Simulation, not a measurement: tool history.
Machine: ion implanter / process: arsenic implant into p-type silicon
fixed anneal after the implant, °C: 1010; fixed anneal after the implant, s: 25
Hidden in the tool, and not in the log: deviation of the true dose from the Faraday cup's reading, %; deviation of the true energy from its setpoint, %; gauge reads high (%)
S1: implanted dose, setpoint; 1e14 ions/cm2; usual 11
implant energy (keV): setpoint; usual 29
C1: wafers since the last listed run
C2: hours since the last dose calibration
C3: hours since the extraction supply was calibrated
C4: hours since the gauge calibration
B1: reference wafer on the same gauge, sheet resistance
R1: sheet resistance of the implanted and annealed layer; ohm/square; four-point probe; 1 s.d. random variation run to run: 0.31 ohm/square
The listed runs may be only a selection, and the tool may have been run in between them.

run 1 hour=0 | S1=11 implant_energy_(keV)=29 | C1=0 C2=893.3 C3=3624.7 C4=55.5 | B1=124.97 | R1=113.53
run 2 hour=13.9 | S1=8.51 implant_energy_(keV)=29 | C1=191 C2=907.2 C3=3638.6 C4=69.4 | B1=124.98 | R1=132.83
run 3 hour=28.6 | S1=8.51 implant_energy_(keV)=29 | C1=202 C2=921.9 C3=3653.3 C4=84.1 | B1=125.02 | R1=132.64
run 4 hour=67 | S1=8.51 implant_energy_(keV)=29 | C1=529 C2=960.3 C3=3691.7 C4=122.5 | B1=124.96 | R1=131.87
run 5 hour=78.6 | S1=11 implant_energy_(keV)=29 | C1=160 C2=971.9 C3=3703.3 C4=134.1 | B1=125.05 | R1=113.12
run 6 hour=88.8 | S1=11 implant_energy_(keV)=29 | C1=140 C2=982.1 C3=3713.5 C4=144.3 | B1=125.06 | R1=113.25
run 7 hour=107.7 | S1=11 implant_energy_(keV)=29 | C1=260 C2=1001 C3=3732.4 C4=163.2 | B1=125.01 | R1=113.2
run 8 hour=124.2 | S1=11 implant_energy_(keV)=29 | C1=227 C2=1017.5 C3=3748.9 C4=179.7 | B1=125.05 | R1=112.76
run 9 hour=130.8 | S1=8.9 implant_energy_(keV)=33 | C1=91 C2=1024.1 C3=3755.5 C4=186.3 | B1=124.99 | R1=124.55
-- hour=149.5 Faraday cup replaced and dose calibrated
run 10 hour=150 | S1=8.9 implant_energy_(keV)=33 | C1=154 C2=0.5 C3=3774.7 C4=205.5 | B1=125.06 | R1=130.17
run 11 hour=159.1 | S1=8.9 implant_energy_(keV)=33 | C1=125 C2=9.6 C3=3783.8 C4=214.6 | B1=125.11 | R1=129.91
run 12 hour=202.8 | S1=11 implant_energy_(keV)=35.5 | C1=602 C2=53.3 C3=3827.5 C4=258.3 | B1=125 | R1=111.38
run 13 hour=215.7 | S1=11 implant_energy_(keV)=26 | C1=177 C2=66.2 C3=3840.4 C4=271.2 | B1=124.99 | R1=119.79
-- hour=223.5 gauge calibrated
run 14 hour=230.7 | S1=11.69 implant_energy_(keV)=29 | C1=206 C2=81.2 C3=3855.4 C4=7.2 | B1=125.04 | R1=112.85
run 15 hour=246.5 | S1=11.69 implant_energy_(keV)=29 | C1=217 C2=97 C3=3871.2 C4=23 | B1=125.02 | R1=112.67
run 16 hour=256.8 | S1=11 implant_energy_(keV)=29 | C1=142 C2=107.3 C3=3881.5 C4=33.3 | B1=125.03 | R1=116.45
run 17 hour=263.7 | S1=11 implant_energy_(keV)=29 | C1=95 C2=114.2 C3=3888.4 C4=40.2 | B1=124.98 | R1=116.13
run 18 hour=309.6 | S1=11 implant_energy_(keV)=21.5 | C1=633 C2=160.1 C3=3934.3 C4=86.1 | B1=125.01 | R1=124.59

Forecast run 19:
run 19 hour=320.4 | S1=9.02 implant_energy_(keV)=25 | C1=148 C2=170.9 C3=3945.1 C4=96.9 | B1=? | R1=?

{"run 19": {"B1": 124.96, "R1": 135.73}}
With no hidden state in the tool, this same run would have given R1 135.89 ohm/square.
